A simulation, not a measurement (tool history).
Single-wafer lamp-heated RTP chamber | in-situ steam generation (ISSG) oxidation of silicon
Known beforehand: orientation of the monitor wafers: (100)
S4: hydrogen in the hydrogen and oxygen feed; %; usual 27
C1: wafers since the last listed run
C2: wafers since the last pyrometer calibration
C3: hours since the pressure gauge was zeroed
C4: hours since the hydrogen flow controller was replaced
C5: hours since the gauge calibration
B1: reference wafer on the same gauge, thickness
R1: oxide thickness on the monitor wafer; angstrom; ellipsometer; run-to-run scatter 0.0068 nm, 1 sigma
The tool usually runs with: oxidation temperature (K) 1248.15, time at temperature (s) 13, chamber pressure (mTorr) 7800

run 1 hour=0 | oxidation_temperature_(K)=1248.15 time_at_temperature_(s)=13 chamber_pressure_(mTorr)=7800 S4=27 | C1=0 C2=4667 C3=4385.4 C4=5593.7 C5=158.7 | B1=3.669 | R1=46.48
run 2 hour=16.4 | oxidation_temperature_(K)=1248.15 time_at_temperature_(s)=13 chamber_pressure_(mTorr)=7800 S4=27 | C1=129 C2=4796 C3=4401.8 C4=5610.1 C5=175.1 | B1=3.671 | R1=46.46
run 3 hour=33.7 | oxidation_temperature_(K)=1248.15 time_at_temperature_(s)=13 chamber_pressure_(mTorr)=7800 S4=27 | C1=136 C2=4933 C3=4419.1 C4=5627.4 C5=192.4 | B1=3.67 | R1=46.45
run 4 hour=46.7 | oxidation_temperature_(K)=1258.15 time_at_temperature_(s)=13 chamber_pressure_(mTorr)=7800 S4=27 | C1=102 C2=5036 C3=4432.1 C4=5640.4 C5=205.4 | B1=3.671 | R1=48.09
run 5 hour=59.4 | oxidation_temperature_(K)=1258.15 time_at_temperature_(s)=13 chamber_pressure_(mTorr)=7800 S4=27 | C1=100 C2=5136 C3=4444.8 C4=5653.1 C5=218.1 | B1=3.67 | R1=48.09
run 6 hour=70 | oxidation_temperature_(K)=1248.15 time_at_temperature_(s)=13 chamber_pressure_(mTorr)=7800 S4=27 | C1=83 C2=5220 C3=4455.4 C4=5663.7 C5=228.7 | B1=3.67 | R1=46.63
run 7 hour=106.4 | oxidation_temperature_(K)=1248.15 time_at_temperature_(s)=13 chamber_pressure_(mTorr)=8700 S4=27 | C1=287 C2=5508 C3=4491.8 C4=5700.1 C5=265.1 | B1=3.671 | R1=46.12
run 8 hour=122.5 | oxidation_temperature_(K)=1248.15 time_at_temperature_(s)=13 chamber_pressure_(mTorr)=8700 S4=27 | C1=127 C2=5635 C3=4507.9 C4=5716.2 C5=281.2 | B1=3.672 | R1=46.16
run 9 hour=128.7 | oxidation_temperature_(K)=1248.15 time_at_temperature_(s)=13 chamber_pressure_(mTorr)=7800 S4=27 | C1=49 C2=5684 C3=4514.1 C4=5722.4 C5=287.4 | B1=3.669 | R1=46.47
run 10 hour=136.8 | oxidation_temperature_(K)=1248.15 time_at_temperature_(s)=13 chamber_pressure_(mTorr)=7800 S4=27 | C1=64 C2=5748 C3=4522.2 C4=5730.5 C5=295.5 | B1=3.671 | R1=46.76
-- hour=143.9 gauge calibrated
run 11 hour=159.6 | oxidation_temperature_(K)=1248.15 time_at_temperature_(s)=13 chamber_pressure_(mTorr)=7800 S4=31 | C1=180 C2=5928 C3=4545 C4=5753.3 C5=15.7 | B1=3.668 | R1=48.55
run 12 hour=165.7 | oxidation_temperature_(K)=1237.15 time_at_temperature_(s)=16 chamber_pressure_(mTorr)=7800 S4=27 | C1=48 C2=5977 C3=4551.1 C4=5759.4 C5=21.8 | B1=3.671 | R1=48.88
-- hour=177.4 pressure gauge zeroed
-- hour=199.8 pyrometer window cleaned and pyrometer calibrated
-- hour=207.9 hydrogen flow controller replaced
run 13 hour=208.4 | oxidation_temperature_(K)=1235.15 time_at_temperature_(s)=9 chamber_pressure_(mTorr)=6900 S4=18 | C1=147 C2=5 C3=31 C4=0.5 C5=64.5 | B1=3.669 | R1=34.03
run 14 hour=211.7 | oxidation_temperature_(K)=1248.15 time_at_temperature_(s)=13 chamber_pressure_(mTorr)=7100 S4=27 | C1=26 C2=31 C3=34.3 C4=3.8 C5=67.8 | B1=3.671 | R1=45.47
run 15 hour=219 | oxidation_temperature_(K)=1230.15 time_at_temperature_(s)=13 chamber_pressure_(mTorr)=7000 S4=27 | C1=57 C2=88 C3=41.6 C4=11.1 C5=75.1 | B1=3.67 | R1=43.03
run 16 hour=230.7 | oxidation_temperature_(K)=1248.15 time_at_temperature_(s)=13 chamber_pressure_(mTorr)=7800 S4=27 | C1=92 C2=181 C3=53.3 C4=22.8 C5=86.8 | B1=3.669 | R1=45.54
run 17 hour=238.2 | oxidation_temperature_(K)=1248.15 time_at_temperature_(s)=16 chamber_pressure_(mTorr)=7800 S4=24 | C1=59 C2=240 C3=60.8 C4=30.3 C5=94.3 | B1=3.67 | R1=47.99
run 18 hour=254.6 | oxidation_temperature_(K)=1248.15 time_at_temperature_(s)=13 chamber_pressure_(mTorr)=7800 S4=27 | C1=129 C2=370 C3=77.2 C4=46.7 C5=110.7 | B1=3.67 | R1=45.63
run 19 hour=261.1 | oxidation_temperature_(K)=1260.15 time_at_temperature_(s)=11 chamber_pressure_(mTorr)=9200 S4=32 | C1=51 C2=421 C3=83.7 C4=53.2 C5=117.2 | B1=3.67 | R1=45.6
run 20 hour=269.4 | oxidation_temperature_(K)=1253.15 time_at_temperature_(s)=18 chamber_pressure_(mTorr)=8300 S4=18 | C1=65 C2=487 C3=92 C4=61.5 C5=125.5 | B1=3.668 | R1=47.99
run 21 hour=276.6 | oxidation_temperature_(K)=1248.15 time_at_temperature_(s)=13 chamber_pressure_(mTorr)=6900 S4=32 | C1=56 C2=544 C3=99.2 C4=68.7 C5=132.7 | B1=3.669 | R1=48.04
run 22 hour=286.4 | oxidation_temperature_(K)=1240.15 time_at_temperature_(s)=11 chamber_pressure_(mTorr)=9200 S4=24 | C1=77 C2=621 C3=109 C4=78.5 C5=142.5 | B1=3.669 | R1=40.03
run 23 hour=293.6 | oxidation_temperature_(K)=1248.15 time_at_temperature_(s)=13 chamber_pressure_(mTorr)=7800 S4=27 | C1=56 C2=678 C3=116.2 C4=85.7 C5=149.7 | B1=3.671 | R1=45.83

What if the next run were any one of these 3? Each begins from the tool's condition after run 23:
run A hour=294 | oxidation_temperature_(K)=1248.15 time_at_temperature_(s)=13 chamber_pressure_(mTorr)=7800 S4=27 | C1=3 C2=681 C3=116.6 C4=86.1 C5=150.1 | B1=? | R1=?
run B hour=294 | oxidation_temperature_(K)=1248.15 time_at_temperature_(s)=13 chamber_pressure_(mTorr)=7800 S4=22 | C1=3 C2=681 C3=116.6 C4=86.1 C5=150.1 | B1=? | R1=?
run C hour=294 | oxidation_temperature_(K)=1248.15 time_at_temperature_(s)=17 chamber_pressure_(mTorr)=7100 S4=32 | C1=3 C2=681 C3=116.6 C4=86.1 C5=150.1 | B1=? | R1=?

run=A B1=3.67 R1=45.74
run=B B1=3.67 R1=43.32
run=C B1=3.67 R1=53.53
Had the tool no hidden state, the same runs would have come out as:
run=A R1=45.2
run=B R1=42.81
run=C R1=52.84

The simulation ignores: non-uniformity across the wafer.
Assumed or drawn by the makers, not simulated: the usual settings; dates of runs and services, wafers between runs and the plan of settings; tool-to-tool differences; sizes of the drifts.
